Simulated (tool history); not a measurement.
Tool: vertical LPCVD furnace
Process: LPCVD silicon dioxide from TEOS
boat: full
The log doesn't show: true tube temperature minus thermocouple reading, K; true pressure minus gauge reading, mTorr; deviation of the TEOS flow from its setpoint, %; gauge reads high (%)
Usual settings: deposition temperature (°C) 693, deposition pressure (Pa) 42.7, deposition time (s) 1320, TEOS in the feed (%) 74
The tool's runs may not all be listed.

run,hour,deposition temperature (°C),deposition pressure (Pa),deposition time (s),TEOS in the feed (%),wafers since the last listed run,hours since the last temperature calibration,hours since the pressure gauge was zeroed,hours since the TEOS flow controller was replaced,hours since the gauge calibration,"read-back reference wafer on the same gauge, thickness",film thickness on the monitor wafer in the middle of the boat (nm)
1,0.0,699,42.7,1320,74,0,3115.6,3307.6,7026.6,511.7,123.89,162.34
2,94.8,693,42.7,1320,74,1377,3210.4,3402.4,7121.4,606.5,123.98,141.03
3,114.9,693,34.7,1320,74,292,3230.5,3422.5,7141.5,626.6,123.97,126.41
4,129.6,693,34.7,1320,74,213,3245.2,3437.2,7156.2,641.3,124.02,127.57
5,144.7,693,42.7,1320,74,219,3260.3,3452.3,7171.3,656.4,124.04,140.75
6,245.9,693,42.7,1320,74,1470,3361.5,3553.5,7272.5,757.6,124.07,140.72
# hour 278.1: gauge calibrated
7,280.4,693,42.7,1320,74,501,3396.0,3588.0,7307.0,2.3,124.10,141.34
8,306.4,693,42.7,1320,74,377,3422.0,3614.0,7333.0,28.3,124.02,139.94
# hour 339.2: thermocouples replaced and temperature profile calibrated
9,339.7,693,42.7,1320,74,135,0.5,3647.3,7366.3,61.6,123.97,140.49
10,345.1,693,42.7,1320,74,78,5.9,3652.7,7371.7,67.0,123.96,140.41
# hour 399.7: TEOS flow controller replaced
# hour 408.7: pressure gauge zeroed
11,409.2,693,42.7,1320,74,451,70.0,0.5,9.5,131.1,123.97,141.18
12,413.4,693,42.7,1320,74,61,74.2,4.7,13.7,135.3,124.16,140.90
13,425.5,693,42.7,1320,74,175,86.3,16.8,25.8,147.4,124.05,140.72
14,455.3,693,42.7,1320,74,433,116.1,46.6,55.6,177.2,123.95,141.26
15,479.7,693,42.7,1080,74,354,140.5,71.0,80.0,201.6,123.90,115.31
16,494.2,699,42.7,1320,74,210,155.0,85.5,94.5,216.1,123.91,161.46
17,507.3,704,42.7,1080,74,190,168.1,98.6,107.6,229.2,124.01,148.45
18,534.1,697,53.3,1050,74,389,194.9,125.4,134.4,256.0,124.06,138.27
19,546.5,688,50.0,1320,74,180,207.3,137.8,146.8,268.4,123.89,135.44
20,570.1,702,42.7,1320,74,343,230.9,161.4,170.4,292.0,124.16,173.81
21,601.6,685,33.3,1320,74,457,262.4,192.9,201.9,323.5,123.83,102.79
22,614.6,693,50.7,1650,80,188,275.4,205.9,214.9,336.5,123.98,199.22
23,648.1,682,38.0,1320,74,486,308.9,239.4,248.4,370.0,123.94,102.01
24,677.7,693,42.7,1320,74,430,338.5,269.0,278.0,399.6,123.86,140.83
25,702.5,693,48.7,1320,81,360,363.3,293.8,302.8,424.4,124.13,156.87

3 ways to go on from here, each from the tool as it stands after run 25. What would each give?
A,706.8,693,42.7,1770,74,62,367.6,298.1,307.1,428.7,?,?
B,706.8,696,42.7,1320,81,62,367.6,298.1,307.1,428.7,?,?
C,706.8,685,42.7,1140,74,62,367.6,298.1,307.1,428.7,?,?

run,"read-back reference wafer on the same gauge, thickness",film thickness on the monitor wafer in the middle of the boat (nm)
A,124.06,187.80
B,124.06,157.25
C,124.06,99.99
Without the tool's hidden state the same runs would have given:
run,film thickness on the monitor wafer in the middle of the boat (nm)
A,187.80
B,157.25
C,99.99
